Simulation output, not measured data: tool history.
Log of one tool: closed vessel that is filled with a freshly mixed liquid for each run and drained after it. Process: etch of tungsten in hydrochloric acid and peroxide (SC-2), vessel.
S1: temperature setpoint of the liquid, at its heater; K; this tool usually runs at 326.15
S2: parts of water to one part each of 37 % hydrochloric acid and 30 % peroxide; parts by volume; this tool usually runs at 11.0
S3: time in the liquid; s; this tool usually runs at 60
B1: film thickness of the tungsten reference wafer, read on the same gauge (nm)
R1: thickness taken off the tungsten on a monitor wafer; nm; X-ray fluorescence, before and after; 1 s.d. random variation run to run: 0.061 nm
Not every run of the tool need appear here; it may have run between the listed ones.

Run 1, hour 0.0: usual settings; B1 78.50. Result: R1 18.84 nm.
Run 2, hour 31.3: usual settings; B1 78.41. Result: R1 18.89 nm.
Run 3, hour 65.0: usual settings; B1 78.38. Result: R1 18.99 nm.
At hour 75.1: gauge calibrated.
Run 4, hour 79.8: usual settings but S3 85 s; B1 79.90. Result: R1 27.03 nm.
Run 5, hour 101.4: usual settings but S3 85 s; B1 79.84. Result: R1 27.33 nm.
Run 6, hour 117.9: usual settings; B1 79.88. Result: R1 19.23 nm.
Run 7, hour 130.5: usual settings but S1 317.65 K, S2 5.5 parts by volume, S3 80 s; B1 79.86. Result: R1 24.96 nm.
At hour 156.2: chemicals flow meter replaced.
Run 8, hour 157.3: usual settings; B1 79.82. Result: R1 19.15 nm.
Run 9, hour 180.0: usual settings but S1 317.15 K, S2 14.5 parts by volume, S3 85 s; B1 79.84. Result: R1 11.76 nm.
Run 10, hour 210.3: usual settings but S1 334.65 K; B1 79.77. Result: R1 32.94 nm.
Run 11, hour 226.6: usual settings but S1 321.65 K; B1 79.68. Result: R1 14.25 nm.
Run 12, hour 253.9: usual settings but S1 329.65 K, S2 6.0 parts by volume, S3 50 s; B1 79.70. Result: R1 32.75 nm.
Run 13, hour 266.8: usual settings; B1 79.71. Result: R1 19.22 nm.
Run 14, hour 289.3: usual settings but S1 317.15 K, S2 13.0 parts by volume; B1 79.67. Result: R1 9.04 nm.
Run 15, hour 314.8: usual settings but S1 317.65 K, S3 35 s; B1 79.62. Result: R1 6.27 nm.
Run 16, hour 344.9: usual settings but S1 334.65 K; B1 79.57. Result: R1 32.98 nm.
Run 17, hour 362.3: usual settings; B1 79.56. Result: R1 19.10 nm.
Run 18, hour 378.6: usual settings but S1 323.65 K, S2 8.5 parts by volume, S3 35 s; B1 79.53. Result: R1 11.75 nm.
Run 19, hour 410.8: usual settings; B1 79.50. Result: R1 19.14 nm.
At hour 435.3: thermometer replaced.
Run 20, hour 436.4: usual settings but S1 321.15 K; B1 79.42. Result: R1 13.75 nm.
Run 21, hour 466.9: usual settings but S1 317.15 K, S3 35 s; B1 79.35. Result: R1 6.08 nm.
Run 22, hour 489.2: usual settings; B1 79.37. Result: R1 19.07 nm.
Run 23, hour 512.2: usual settings but S3 40 s; B1 79.33. Result: R1 12.74 nm.
Run 24, hour 546.8: usual settings but S1 321.15 K, S2 13.0 parts by volume, S3 90 s; B1 79.30. Result: R1 17.78 nm.
At hour 573.9: chemicals flow meter replaced.
Run 25, hour 574.2: usual settings but S1 316.15 K, S2 14.0 parts by volume, S3 95 s; B1 79.20. Result: R1 12.44 nm.
Run 26, hour 590.2: usual settings but S2 9.5 parts by volume, S3 75 s; B1 79.23. Result: R1 26.93 nm.
Run 27, hour 611.6: usual settings but S2 8.5 parts by volume; B1 79.20. Result: R1 23.48 nm.
Run 28, hour 643.6: usual settings but S1 333.65 K, S2 15.0 parts by volume, S3 50 s; B1 79.14. Result: R1 19.65 nm.

Forecast run 29:
Run 29, hour 658.8: usual settings but S2 7.0 parts by volume, S3 35 s; B1 ?. Result: R1 ?.

{"run 29": {"B1": 79.14, "R1": 16.01}}
The same run, on a tool lacking any hidden state, would have yielded R1 16.18 nm.
